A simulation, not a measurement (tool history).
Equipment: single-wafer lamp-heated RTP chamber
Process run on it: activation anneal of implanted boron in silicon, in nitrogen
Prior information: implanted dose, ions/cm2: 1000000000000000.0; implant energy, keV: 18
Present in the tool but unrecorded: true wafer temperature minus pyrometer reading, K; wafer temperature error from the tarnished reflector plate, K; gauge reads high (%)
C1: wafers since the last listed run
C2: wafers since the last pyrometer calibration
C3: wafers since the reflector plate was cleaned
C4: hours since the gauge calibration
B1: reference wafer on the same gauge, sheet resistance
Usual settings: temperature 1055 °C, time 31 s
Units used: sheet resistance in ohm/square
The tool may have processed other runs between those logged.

Run 1, hour 0: usual settings; C1 0; C2 529; C3 4220; C4 183.9; B1 100.96. Result: sheet resistance 113.12 ohm/square.
At hour 17.8: reflector plate cleaned.
Run 2, hour 27.2: usual settings; C1 219; C2 749; C3 107; C4 211.1; B1 100.98. Result: sheet resistance 113.01 ohm/square.
Run 3, hour 67.1: usual settings; C1 457; C2 1206; C3 564; C4 251; B1 100.89. Result: sheet resistance 113.4 ohm/square.
Run 4, hour 104.1: usual settings; C1 423; C2 1630; C3 988; C4 288; B1 100.89. Result: sheet resistance 113.01 ohm/square.
Run 5, hour 159.7: usual settings; C1 636; C2 2267; C3 1625; C4 343.6; B1 100.84. Result: sheet resistance 112.78 ohm/square.
Run 6, hour 218.9: usual settings; C1 678; C2 2945; C3 2303; C4 402.8; B1 100.75. Result: sheet resistance 112.58 ohm/square.
Run 7, hour 288.4: usual settings; C1 796; C2 3742; C3 3100; C4 472.3; B1 100.66. Result: sheet resistance 112.56 ohm/square.
At hour 307.4: pyrometer window cleaned and pyrometer calibrated.
At hour 508.3: reflector plate cleaned.
Run 8, hour 508.8: usual settings but temperature 1044 °C; C1 2341; C2 2216; C3 6; C4 692.7; B1 100.33. Result: sheet resistance 112.71 ohm/square.
Run 9, hour 554.6: usual settings but temperature 1044 °C; C1 524; C2 2740; C3 530; C4 738.5; B1 100.26. Result: sheet resistance 112.59 ohm/square.
At hour 649.6: pyrometer window cleaned and pyrometer calibrated.
Run 10, hour 730.8: usual settings but temperature 1044 °C; C1 1926; C2 929; C3 2457; C4 914.7; B1 99.85. Result: sheet resistance 112.17 ohm/square.
Run 11, hour 773.6: usual settings; C1 490; C2 1420; C3 2948; C4 957.5; B1 99.79. Result: sheet resistance 111.85 ohm/square.
At hour 787.7: gauge calibrated.
Run 12, hour 804.3: usual settings but time 47 s; C1 351; C2 1772; C3 3299; C4 16.6; B1 101. Result: sheet resistance 112.34 ohm/square.
Run 13, hour 861: usual settings but temperature 1030 °C, time 39 s; C1 649; C2 2421; C3 3949; C4 73.3; B1 101.03. Result: sheet resistance 114.07 ohm/square.
Run 14, hour 904.3: usual settings but temperature 1034 °C; C1 496; C2 2917; C3 4445; C4 116.6; B1 100.98. Result: sheet resistance 114.25 ohm/square.
At hour 912.6: pyrometer window cleaned and pyrometer calibrated.
Run 15, hour 955.7: usual settings but temperature 1042 °C, time 37 s; C1 497; C2 493; C3 4942; C4 168; B1 100.96. Result: sheet resistance 113.46 ohm/square.
At hour 965: reflector plate cleaned.
Run 16, hour 1015.7: usual settings but time 47 s; C1 595; C2 1089; C3 580; C4 228; B1 100.99. Result: sheet resistance 112.67 ohm/square.
Run 17, hour 1060.7: usual settings; C1 515; C2 1604; C3 1095; C4 273; B1 100.89. Result: sheet resistance 113.15 ohm/square.
Run 18, hour 1094.7: usual settings but temperature 1028 °C, time 16 s; C1 389; C2 1994; C3 1485; C4 307; B1 100.88. Result: sheet resistance 115.61 ohm/square.
Run 19, hour 1123: usual settings but temperature 1029 °C, time 15 s; C1 324; C2 2318; C3 1809; C4 335.3; B1 100.87. Result: sheet resistance 115.01 ohm/square.
Run 20, hour 1165.6: usual settings but temperature 1028 °C, time 44 s; C1 488; C2 2806; C3 2297; C4 377.9; B1 100.8. Result: sheet resistance 113.76 ohm/square.
At hour 1211.2: pyrometer window cleaned and pyrometer calibrated.
Run 21, hour 1214.2: usual settings but temperature 1077 °C, time 16 s; C1 465; C2 34; C3 2762; C4 426.5; B1 100.73. Result: sheet resistance 113.42 ohm/square.
Run 22, hour 1262.7: usual settings; C1 555; C2 589; C3 3318; C4 475; B1 100.75. Result: sheet resistance 113.01 ohm/square.

Run by run, hidden condition taken away, random variation retained:
run  sheet resistance
  1             113.2
  2             113.1
  3            113.52
  4            113.15
  5            112.98
  6            112.84
  7            112.92
  8            113.46
  9            113.43
 10            113.46
 11            113.26
 12            112.31
 13            114.06
 14            114.25
 15            113.48
 16            112.73
 17            113.24
 18            115.74
 19            115.17
 20            113.96
 21            113.68
 22            113.33
